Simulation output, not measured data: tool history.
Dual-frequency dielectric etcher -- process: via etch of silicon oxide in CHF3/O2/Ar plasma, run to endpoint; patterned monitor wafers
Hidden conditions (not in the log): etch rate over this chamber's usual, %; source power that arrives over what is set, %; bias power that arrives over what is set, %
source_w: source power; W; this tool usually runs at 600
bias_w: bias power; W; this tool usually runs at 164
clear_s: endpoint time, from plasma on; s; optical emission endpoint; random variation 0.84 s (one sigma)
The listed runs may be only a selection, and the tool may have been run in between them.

run	day	source_w	bias_w	wafers since the last listed run	hours since the last wet clean	hours since the last source power generator calibration	hours since the last bias power generator calibration	hours since the last upper electrode change	incoming incoming film thickness, nm	clear_s
1	0	540	164	0	394.9	2652.9	1027.7	578.3	606.7	250.1
# day 3.525: wet clean of the chamber
2	3.808	540	164	256	6.8	2744.3	1119.1	669.7	614.3	259.9
3	6.271	540	164	224	65.9	2803.4	1178.2	728.8	612.5	258
4	8.167	630	164	173	111.4	2848.9	1223.7	774.3	609.5	244.6
5	12.496	630	164	395	215.3	2952.8	1327.6	878.2	614.2	244.7
6	16.571	630	164	372	313.1	3050.6	1425.4	976	614.2	242.4
7	18.942	640	183	216	370	3107.5	1482.3	1032.9	610.5	230.2
8	21.4	640	183	224	429	3166.5	1541.3	1091.9	617.8	230
9	23.892	600	164	227	488.8	3226.3	1601.1	1151.7	616.7	244
# day 26.525: wet clean of the chamber
10	26.629	600	164	158	2.5	3292	1666.8	1217.4	607.5	249.8
11	28.654	600	164	184	51.1	3340.6	1715.4	1266	611.5	250.9
12	32.95	600	164	392	154.2	3443.7	1818.5	1369.1	609.5	247.1
13	36.908	600	164	361	249.2	3538.7	1913.5	1464.1	611	247.6
14	39.275	600	164	216	306	3595.5	1970.3	1520.9	607.1	243.2
# day 41.804: bias power generator calibrated
15	43.646	600	164	383	410.9	3700.4	44.2	1625.8	614.2	248.9
16	45.988	600	135	213	467.1	3756.6	100.4	1682	614	265
# day 47.071: wet clean of the chamber
17	49.092	600	135	192	48.5	3831.1	174.9	1756.5	613.5	269.5
18	51.383	600	180	209	103.5	3886.1	229.9	1811.5	610.4	240
19	55.7	550	179	394	207.1	3989.7	333.5	1915.1	611.3	244.8
20	59.129	470	143	313	289.4	4072	415.8	1997.4	614.1	278.5
# day 60.521: source power generator calibrated
21	61.329	720	124	185	342.2	19.4	468.6	2050.2	609.2	252.5

Run 22, settings as shown, results not yet in. Your forecast:
# day 62.821: upper electrode replaced
22	65.812	470	143	318	449.8	127	576.2	71.8	616.6	?

Logged for run 22: clear_s 276.3 s.
Minus the tool's unlogged condition, the same run would have read clear_s 289.5 s.
